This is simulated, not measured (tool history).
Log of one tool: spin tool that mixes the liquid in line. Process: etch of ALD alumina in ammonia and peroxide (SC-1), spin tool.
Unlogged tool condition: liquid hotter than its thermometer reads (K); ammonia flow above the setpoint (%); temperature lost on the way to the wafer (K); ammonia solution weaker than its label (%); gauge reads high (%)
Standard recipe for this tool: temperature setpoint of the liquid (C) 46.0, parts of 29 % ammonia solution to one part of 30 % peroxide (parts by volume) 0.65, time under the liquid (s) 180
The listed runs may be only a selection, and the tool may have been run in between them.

| run | day | temperature setpoint of the liquid (C) | parts of 29 % ammonia solution to one part of 30 % peroxide (parts by volume) | time under the liquid (s) | wafers since the last listed run | hours since the thermometer was replaced | hours since the ammonia flow meter was replaced | hours since the heated supply line was repaired | hours since the drum of ammonia solution was connected | hours since the gauge calibration | read-back film thickness of the ALD alumina reference wafer, read on the same gauge (nm) | thickness taken off the ALD alumina on a monitor wafer (angstrom) |
|---|---|---|---|---|---|---|---|---|---|---|---|---|
| 1 | 0.000 | 46.0 | 0.65 | 255 | 0 | 1355.0 | 295.1 | 1349.9 | 340.9 | 1671.5 | 140.02 | 93.5 |
| 2 | 2.738 | 43.5 | 0.65 | 180 | 442 | 1420.7 | 360.8 | 1415.6 | 406.6 | 1737.2 | 140.01 | 57.2 |
|  | 2.938 | new drum of ammonia solution connected |
| 3 | 3.971 | 39.5 | 0.65 | 180 | 192 | 1450.3 | 390.4 | 1445.2 | 24.8 | 1766.8 | 140.03 | 45.2 |
| 4 | 6.175 | 53.0 | 0.65 | 110 | 356 | 1503.2 | 443.3 | 1498.1 | 77.7 | 1819.7 | 139.99 | 59.7 |
| 5 | 7.179 | 46.0 | 0.95 | 180 | 162 | 1527.3 | 467.4 | 1522.2 | 101.8 | 1843.8 | 140.00 | 68.6 |
|  | 8.896 | ammonia flow meter replaced |
| 6 | 9.600 | 52.0 | 0.65 | 180 | 384 | 1585.4 | 16.9 | 1580.3 | 159.9 | 1901.9 | 140.01 | 90.6 |
|  | 10.617 | heated supply line repaired |
| 7 | 12.129 | 38.0 | 0.65 | 215 | 401 | 1646.1 | 77.6 | 36.3 | 220.6 | 1962.6 | 140.01 | 51.8 |
| 8 | 13.288 | 46.0 | 0.65 | 225 | 187 | 1673.9 | 105.4 | 64.1 | 248.4 | 1990.4 | 139.97 | 86.2 |
| 9 | 16.092 | 46.0 | 0.85 | 180 | 453 | 1741.2 | 172.7 | 131.4 | 315.7 | 2057.7 | 139.97 | 71.6 |
| 10 | 18.100 | 46.0 | 0.65 | 180 | 324 | 1789.4 | 220.9 | 179.6 | 363.9 | 2105.9 | 140.03 | 69.5 |
| 11 | 19.625 | 49.0 | 0.85 | 265 | 246 | 1826.0 | 257.5 | 216.2 | 400.5 | 2142.5 | 139.97 | 124.3 |
| 12 | 21.696 | 46.0 | 0.65 | 145 | 334 | 1875.7 | 307.2 | 265.9 | 450.2 | 2192.2 | 140.00 | 55.2 |
|  | 21.833 | new drum of ammonia solution connected |
| 13 | 24.071 | 46.0 | 0.35 | 180 | 376 | 1932.7 | 364.2 | 322.9 | 53.7 | 2249.2 | 139.99 | 65.3 |
| 14 | 25.512 | 46.0 | 0.65 | 90 | 232 | 1967.3 | 398.8 | 357.5 | 88.3 | 2283.8 | 139.96 | 35.0 |
| 15 | 27.088 | 39.0 | 0.65 | 215 | 254 | 2005.1 | 436.6 | 395.3 | 126.1 | 2321.6 | 140.02 | 55.8 |
|  | 28.554 | gauge calibrated |
|  | 28.625 | ammonia flow meter replaced |
|  | 29.204 | thermometer replaced |
| 16 | 29.971 | 46.0 | 0.65 | 180 | 452 | 18.4 | 32.3 | 464.5 | 195.3 | 34.0 | 140.03 | 64.3 |
| 17 | 31.100 | 55.0 | 0.75 | 100 | 182 | 45.5 | 59.4 | 491.6 | 222.4 | 61.1 | 140.01 | 59.6 |
| 18 | 32.242 | 50.5 | 0.35 | 85 | 184 | 72.9 | 86.8 | 519.0 | 249.8 | 88.5 | 140.04 | 37.0 |
| 19 | 34.788 | 46.0 | 0.75 | 275 | 411 | 134.0 | 147.9 | 580.1 | 310.9 | 149.6 | 140.01 | 99.5 |
| 20 | 37.496 | 46.0 | 0.65 | 180 | 437 | 199.0 | 212.9 | 645.1 | 375.9 | 214.6 | 140.00 | 64.4 |
|  | 38.212 | new drum of ammonia solution connected |
| 21 | 39.000 | 46.0 | 0.40 | 110 | 236 | 235.1 | 249.0 | 681.2 | 18.9 | 250.7 | 139.99 | 37.3 |
| 22 | 40.100 | 38.0 | 0.65 | 110 | 177 | 261.5 | 275.4 | 707.6 | 45.3 | 277.1 | 140.03 | 24.9 |
| 23 | 42.350 | 43.5 | 0.40 | 135 | 363 | 315.5 | 329.4 | 761.6 | 99.3 | 331.1 | 139.96 | 40.4 |
| 24 | 44.742 | 43.5 | 0.90 | 125 | 386 | 372.9 | 386.8 | 819.0 | 156.7 | 388.5 | 140.02 | 40.2 |
| 25 | 46.938 | 46.0 | 0.65 | 265 | 354 | 425.6 | 439.5 | 871.7 | 209.4 | 441.2 | 140.01 | 94.5 |
| 26 | 48.388 | 46.0 | 0.65 | 180 | 234 | 460.4 | 474.3 | 906.5 | 244.2 | 476.0 | 140.00 | 64.1 |

Here are 3 independent what-if runs from the current tool condition. What would each one return?
| A | 48.408 | 46.0 | 0.65 | 180 | 3 | 460.9 | 474.8 | 907.0 | 244.7 | 476.5 | ? | ? |
| B | 48.408 | 46.0 | 0.45 | 210 | 3 | 460.9 | 474.8 | 907.0 | 244.7 | 476.5 | ? | ? |
| C | 48.408 | 55.5 | 0.65 | 180 | 3 | 460.9 | 474.8 | 907.0 | 244.7 | 476.5 | ? | ? |

| run | read-back film thickness of the ALD alumina reference wafer, read on the same gauge (nm) | thickness taken off the ALD alumina on a monitor wafer (angstrom) |
|---|---|---|
| A | 140.01 | 65.1 |
| B | 140.01 | 73.4 |
| C | 140.01 | 109.6 |
Had the tool no hidden state, the same runs would have come out as:
| run | thickness taken off the ALD alumina on a monitor wafer (angstrom) |
|---|---|
| A | 65.4 |
| B | 73.6 |
| C | 109.9 |

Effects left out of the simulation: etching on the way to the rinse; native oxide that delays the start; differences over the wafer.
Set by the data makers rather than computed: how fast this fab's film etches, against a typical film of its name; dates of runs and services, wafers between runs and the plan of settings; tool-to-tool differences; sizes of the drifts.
